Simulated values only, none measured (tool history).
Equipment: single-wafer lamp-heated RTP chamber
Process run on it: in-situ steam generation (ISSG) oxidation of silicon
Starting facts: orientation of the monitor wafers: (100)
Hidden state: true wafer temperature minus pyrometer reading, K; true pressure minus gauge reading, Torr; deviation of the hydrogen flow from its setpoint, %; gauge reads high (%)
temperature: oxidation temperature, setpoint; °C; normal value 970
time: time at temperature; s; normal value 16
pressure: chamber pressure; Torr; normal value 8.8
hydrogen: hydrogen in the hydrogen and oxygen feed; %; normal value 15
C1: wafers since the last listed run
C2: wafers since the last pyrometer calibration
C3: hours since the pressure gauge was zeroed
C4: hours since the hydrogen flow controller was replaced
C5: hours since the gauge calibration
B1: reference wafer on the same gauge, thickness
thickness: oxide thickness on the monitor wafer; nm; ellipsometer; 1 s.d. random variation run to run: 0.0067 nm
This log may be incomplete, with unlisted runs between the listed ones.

Run 1, hour 0: usual settings but temperature 957 °C; C1 0; C2 2483; C3 1798.9; C4 3839.2; C5 550.1; B1 4.019. Result: thickness 4.332 nm.
Run 2, hour 52.8: usual settings; C1 340; C2 2824; C3 1851.7; C4 3892; C5 602.9; B1 4.019. Result: thickness 4.518 nm.
Run 3, hour 85: usual settings but pressure 9.1 Torr; C1 207; C2 3032; C3 1883.9; C4 3924.2; C5 635.1; B1 4.019. Result: thickness 4.505 nm.
Run 4, hour 150.7: usual settings; C1 424; C2 3456; C3 1949.6; C4 3989.9; C5 700.8; B1 4.019. Result: thickness 4.533 nm.
Run 5, hour 193.4: usual settings; C1 275; C2 3732; C3 1992.3; C4 4032.6; C5 743.5; B1 4.02. Result: thickness 4.535 nm.
Run 6, hour 231: usual settings; C1 242; C2 3974; C3 2029.9; C4 4070.2; C5 781.1; B1 4.021. Result: thickness 4.521 nm.
Run 7, hour 263.8: usual settings; C1 211; C2 4186; C3 2062.7; C4 4103; C5 813.9; B1 4.019. Result: thickness 4.548 nm.
At hour 295.8: pyrometer window cleaned and pyrometer calibrated.
Run 8, hour 296.3: usual settings; C1 158; C2 3; C3 2095.2; C4 4135.5; C5 846.4; B1 4.019. Result: thickness 4.47 nm.
At hour 308.3: hydrogen flow controller replaced.
Run 9, hour 347.3: usual settings; C1 277; C2 280; C3 2146.2; C4 39; C5 897.4; B1 4.022. Result: thickness 4.484 nm.
Run 10, hour 396.9: usual settings; C1 320; C2 600; C3 2195.8; C4 88.6; C5 947; B1 4.02. Result: thickness 4.485 nm.
At hour 445.8: gauge calibrated.
Run 11, hour 464.5: usual settings but pressure 9.8 Torr; C1 436; C2 1037; C3 2263.4; C4 156.2; C5 18.7; B1 4.019. Result: thickness 4.44 nm.
Run 12, hour 526.1: usual settings but temperature 957 °C; C1 397; C2 1435; C3 2325; C4 217.8; C5 80.3; B1 4.021. Result: thickness 4.319 nm.
At hour 546.3: pressure gauge zeroed.
Run 13, hour 560.6: usual settings but time 19 s, pressure 9.6 Torr, hydrogen 11 %; C1 171; C2 1606; C3 14.3; C4 252.3; C5 114.8; B1 4.019. Result: thickness 4.497 nm.

Run 14, settings as shown, results not yet in. Your forecast:
Run 14, hour 621.1: usual settings; C1 390; C2 1996; C3 74.8; C4 312.8; C5 175.3; B1 ?. Result: thickness ?.

B1: 4.022
thickness: 4.494 nm
Had the tool carried no hidden state, the very same run would have given thickness 4.475 nm.

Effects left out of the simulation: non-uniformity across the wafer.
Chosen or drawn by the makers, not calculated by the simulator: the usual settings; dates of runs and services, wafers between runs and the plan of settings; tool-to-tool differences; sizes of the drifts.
